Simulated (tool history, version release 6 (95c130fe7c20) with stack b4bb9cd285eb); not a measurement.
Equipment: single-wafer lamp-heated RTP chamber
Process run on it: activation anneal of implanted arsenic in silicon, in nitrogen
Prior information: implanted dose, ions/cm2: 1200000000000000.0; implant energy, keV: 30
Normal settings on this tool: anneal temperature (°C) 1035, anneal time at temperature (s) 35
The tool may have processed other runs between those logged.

run,hour,anneal temperature (°C),anneal time at temperature (s),wafers since the last listed run,wafers since the last pyrometer calibration,wafers since the reflector plate was cleaned,hours since the gauge calibration,"read-back reference wafer on the same gauge, sheet resistance",sheet resistance of the implanted and annealed layer (ohm/square)
1,0.0,1035,35,0,2414,3912,107.3,87.06,101.94
2,13.1,1035,35,138,2553,4051,120.4,86.98,102.13
3,27.7,1035,35,154,2707,4205,135.0,86.97,102.18
4,36.2,1035,35,89,2797,4295,143.5,86.92,102.14
5,52.9,1035,35,176,2974,4472,160.2,86.98,101.70
6,66.3,1035,35,141,3116,4614,173.6,87.01,101.93
# hour 86.3: reflector plate cleaned
7,86.8,1035,35,132,3248,5,194.1,86.93,101.92

Predict the results of run 8:
8,91.3,1009,42,47,3296,53,198.6,?,?

For run 8 the tool returned read-back reference wafer on the same gauge, sheet resistance 87.04, sheet resistance of the implanted and annealed layer (ohm/square) 105.14.
Take away the tool's hidden state, keep the run-to-run variation as it was, and the same run would have given sheet resistance of the implanted and annealed layer (ohm/square) 107.41.

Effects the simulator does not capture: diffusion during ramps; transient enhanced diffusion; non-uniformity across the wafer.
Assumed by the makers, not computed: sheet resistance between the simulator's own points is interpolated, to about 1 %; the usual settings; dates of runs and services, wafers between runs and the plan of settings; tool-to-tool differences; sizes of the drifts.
